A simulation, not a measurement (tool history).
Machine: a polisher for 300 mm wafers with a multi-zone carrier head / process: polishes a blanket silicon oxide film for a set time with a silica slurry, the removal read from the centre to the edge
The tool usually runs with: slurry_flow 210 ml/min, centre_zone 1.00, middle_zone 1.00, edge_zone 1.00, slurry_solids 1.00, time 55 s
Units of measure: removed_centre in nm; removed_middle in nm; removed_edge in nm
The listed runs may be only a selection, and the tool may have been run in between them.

run   hour  slurry_flow  centre_zone  middle_zone  edge_zone  slurry_solids  time  incoming thickness of the incoming film, nm  removed_centre  removed_middle  removed_edge
  1    0.0          210         1.00         1.00       1.00           1.00    55                                       1409.3           191.0           189.1         200.8
  2   11.0          210         1.00         1.00       1.00           1.00    55                                       1422.4           190.5           192.9         199.9
  3   17.3          210         1.00         1.00       1.00           1.00    55                                       1412.8           192.5           189.4         196.6
  4   29.9          210         1.00         1.00       1.00           1.00    55                                       1417.6           193.7           190.7         195.0
  5   47.2          210         1.00         1.00       0.91           1.00    55                                       1388.8           185.9           191.1         186.6
      51.8  -- worn pad replaced by a new one
  6   54.3          210         1.00         1.00       0.91           1.00    55                                       1418.1           199.6           206.1         195.5
  7   63.0          210         1.00         1.07       1.00           1.00    55                                       1413.2           198.3           209.4         209.2
      78.9  -- slurry nozzle cleaned
  8   80.0          210         1.00         1.07       1.00           1.00    55                                       1381.9           194.4           202.8         204.3
      90.5  -- edge zone pressure recalibrated
  9   91.4          210         1.00         1.07       1.00           1.00    55                                       1399.8           191.3           201.8         202.8
 10  101.3          210         1.00         1.00       1.00           1.00    55                                       1412.9           189.9           192.5         195.9
 11  117.3          210         1.00         1.00       1.00           1.00    55                                       1412.4           189.0           191.2         198.5
 12  127.8          180         1.00         1.00       1.00           0.70    55                                       1412.6           158.8           160.3         165.1
 13  135.6          265         1.12         1.00       0.89           1.00    43                                       1402.4           168.9           154.3         150.5
     146.7  -- centre zone pressure recalibrated
     156.7  -- worn pad replaced by a new one
 14  157.2          250         1.00         1.00       1.00           1.00    45                                       1402.3           169.5           170.7         173.3
 15  161.4          210         1.00         1.00       1.00           1.00    55                                       1406.7           201.2           202.6         205.7
 16  174.4          210         1.00         0.96       0.89           1.00    55                                       1403.0           193.6           191.9         196.1
     181.0  -- carrier head's membrane replaced by a new one
 17  184.9          210         1.07         1.00       1.00           0.85    55                                       1408.2           191.7           179.7         187.5
 18  197.9          210         1.00         1.00       1.00           1.00    55                                       1417.7           193.3           194.1         202.7
 19  206.5          210         0.89         1.00       1.00           1.00    55                                       1406.7           176.2           193.6         198.9
 20  220.7          210         1.00         1.00       1.00           1.00    55                                       1427.6           190.9           189.9         195.0

Predict the results of run 21:
 21  230.9          210         1.00         1.00       1.00           1.00    42                                       1399.7               ?               ?             ?

{"run 21": {"removed_centre": 145.0, "removed_middle": 147.7, "removed_edge": 150.3}}
Were there no unlogged condition in the tool, this run, its random variation unchanged, would have produced removed_centre 153.9 nm, removed_middle 156.8 nm, removed_edge 159.6 nm.

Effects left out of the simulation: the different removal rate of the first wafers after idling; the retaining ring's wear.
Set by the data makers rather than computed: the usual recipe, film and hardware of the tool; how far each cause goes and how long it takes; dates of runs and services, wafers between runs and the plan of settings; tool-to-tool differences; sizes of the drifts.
